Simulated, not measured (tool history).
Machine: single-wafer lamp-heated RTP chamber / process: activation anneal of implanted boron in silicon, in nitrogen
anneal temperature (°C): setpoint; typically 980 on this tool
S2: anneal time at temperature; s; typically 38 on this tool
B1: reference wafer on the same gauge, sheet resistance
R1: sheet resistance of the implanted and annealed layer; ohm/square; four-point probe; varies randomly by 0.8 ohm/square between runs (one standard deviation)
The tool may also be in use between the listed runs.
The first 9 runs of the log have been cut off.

{"run": 10, "hour": 115.0, "anneal temperature (°C)": 980, "S2": 38, "B1": 237.9, "R1": 200.67}
{"hour": 127.6, "done": "reflector plate cleaned"}
{"run": 11, "hour": 128.1, "anneal temperature (°C)": 980, "S2": 27, "B1": 238.24, "R1": 201.96}
{"run": 12, "hour": 129.4, "anneal temperature (°C)": 980, "S2": 27, "B1": 238.07, "R1": 201.97}
{"run": 13, "hour": 159.6, "anneal temperature (°C)": 980, "S2": 48, "B1": 238.01, "R1": 199.14}
{"run": 14, "hour": 176.6, "anneal temperature (°C)": 972, "S2": 54, "B1": 238.07, "R1": 202.21}
{"run": 15, "hour": 189.8, "anneal temperature (°C)": 980, "S2": 25, "B1": 238, "R1": 201.31}
{"run": 16, "hour": 199.7, "anneal temperature (°C)": 980, "S2": 38, "B1": 238.24, "R1": 198.24}
{"run": 17, "hour": 215.4, "anneal temperature (°C)": 966, "S2": 22, "B1": 237.9, "R1": 210.96}
{"hour": 245.3, "done": "pyrometer window cleaned and pyrometer calibrated"}
{"run": 18, "hour": 262.3, "anneal temperature (°C)": 1001, "S2": 16, "B1": 238.04, "R1": 197.74}
{"run": 19, "hour": 270.9, "anneal temperature (°C)": 951, "S2": 38, "B1": 237.88, "R1": 236.57}
{"run": 20, "hour": 284.0, "anneal temperature (°C)": 990, "S2": 38, "B1": 237.88, "R1": 198.83}
{"run": 21, "hour": 291.4, "anneal temperature (°C)": 980, "S2": 38, "B1": 238.11, "R1": 204.85}
{"run": 22, "hour": 329.4, "anneal temperature (°C)": 980, "S2": 49, "B1": 237.95, "R1": 203.13}
{"hour": 345.5, "done": "reflector plate cleaned"}
{"run": 23, "hour": 346.0, "anneal temperature (°C)": 956, "S2": 46, "B1": 238.05, "R1": 222.92}
{"run": 24, "hour": 362.3, "anneal temperature (°C)": 980, "S2": 38, "B1": 237.98, "R1": 204.89}
{"hour": 372.5, "done": "gauge calibrated"}
{"run": 25, "hour": 373.8, "anneal temperature (°C)": 957, "S2": 58, "B1": 237.91, "R1": 219.48}
{"run": 26, "hour": 413.2, "anneal temperature (°C)": 999, "S2": 18, "B1": 238.08, "R1": 199.07}
{"run": 27, "hour": 423.7, "anneal temperature (°C)": 958, "S2": 26, "B1": 237.92, "R1": 229.44}
{"run": 28, "hour": 439.9, "anneal temperature (°C)": 1001, "S2": 44, "B1": 237.86, "R1": 195.92}
{"run": 29, "hour": 456.4, "anneal temperature (°C)": 980, "S2": 38, "B1": 237.91, "R1": 201.76}
{"run": 30, "hour": 468.8, "anneal temperature (°C)": 957, "S2": 48, "B1": 238.08, "R1": 220.66}
{"run": 31, "hour": 481.6, "anneal temperature (°C)": 980, "S2": 38, "B1": 238.21, "R1": 202.79}
{"run": 32, "hour": 499.0, "anneal temperature (°C)": 972, "S2": 31, "B1": 237.93, "R1": 209.84}

What will run 33 give?
{"run": 33, "hour": 516.9, "anneal temperature (°C)": 980, "S2": 38, "B1": "?", "R1": "?"}

Run 33 yielded B1 237.83, R1 200.95 ohm/square.
Without the tool's hidden state the same run would have given R1 203.23 ohm/square.

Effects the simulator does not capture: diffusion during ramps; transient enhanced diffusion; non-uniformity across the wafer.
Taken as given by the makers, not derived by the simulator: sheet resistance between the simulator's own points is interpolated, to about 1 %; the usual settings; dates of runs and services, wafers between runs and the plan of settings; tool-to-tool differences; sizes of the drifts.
